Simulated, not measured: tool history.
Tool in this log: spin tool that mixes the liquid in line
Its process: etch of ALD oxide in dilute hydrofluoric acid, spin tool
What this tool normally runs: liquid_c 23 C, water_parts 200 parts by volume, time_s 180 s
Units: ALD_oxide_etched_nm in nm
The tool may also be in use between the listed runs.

run,day,liquid_c,water_parts,time_s,"read-back film thickness of the ALD oxide reference wafer, read on the same gauge (nm)",ALD_oxide_etched_nm
1,0,23,200,180,100,14.08
2,1,23,200,180,99.99,14.16
3,2.1,23,200,180,100.01,14.25
4,2.617,24.5,200,180,100,14.89
5,3.317,24.5,200,180,100.03,14.95
6,4.179,24.5,200,180,100.01,14.98
7,4.904,23,200,180,100.01,14.11
8,5.912,23,200,95,100,7.48
# day 6.571: thermometer replaced
9,6.817,23,130,180,100,23.42
# day 7.267: hydrofluoric acid flow meter replaced
10,7.717,23,200,180,100.01,14.13
# day 8.304: gauge calibrated
11,8.758,23,200,180,100.03,14.24
12,9.612,19,200,90,100,6.01
13,10.292,23,140,230,100,27.47
14,11.308,21.5,200,100,99.99,7.49
15,12.596,25.5,200,285,99.98,24.61

Branching from run 15: 4 alternative next runs. What would each branch give?
A,12.617,23,165,180,?,?
B,12.617,19,135,265,?,?
C,12.617,20,250,215,?,?
D,12.617,23,200,125,?,?

run,"read-back film thickness of the ALD oxide reference wafer, read on the same gauge (nm)",ALD_oxide_etched_nm
A,100,17.51
B,100,27.79
C,100,11.31
D,100,9.66
Without the tool's hidden state the same runs would have given:
run,ALD_oxide_etched_nm
A,17.51
B,27.79
C,11.31
D,9.66
